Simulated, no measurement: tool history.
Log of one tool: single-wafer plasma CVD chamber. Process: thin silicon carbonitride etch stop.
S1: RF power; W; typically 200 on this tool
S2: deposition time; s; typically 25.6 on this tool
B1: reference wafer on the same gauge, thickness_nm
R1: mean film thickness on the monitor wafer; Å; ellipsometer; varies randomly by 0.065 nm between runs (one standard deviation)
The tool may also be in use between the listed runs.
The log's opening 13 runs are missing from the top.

run	hour	S1	S2	B1	R1
14	326.8	165	30.1	12.608	155.26
15	345.3	190	21.6	12.636	114.01
# hour 354.5: RF generator calibrated
16	367.1	180	22.3	12.633	116.98
17	393.2	165	24.0	12.628	123.49
18	410.7	235	20.9	12.645	116.40
19	434.5	185	22.8	12.642	120.73
20	448.7	225	22.4	12.651	123.99
21	469.5	165	24.1	12.643	124.29
22	490.5	190	26.9	12.644	143.55
23	505.0	165	24.1	12.669	123.01
24	540.2	180	22.2	12.677	116.72
25	569.4	215	27.8	12.679	151.51
# hour 582.0: thermocouple changed; heater temperature recalibrated
26	598.1	190	30.4	12.694	162.61

Predict the results of run 27:
27	631.5	160	21.4	?	?

{"run 27": {"B1": 12.696, "R1": 108.76}}
Minus the tool's unlogged condition, the same run would have read R1 107.79 Å.
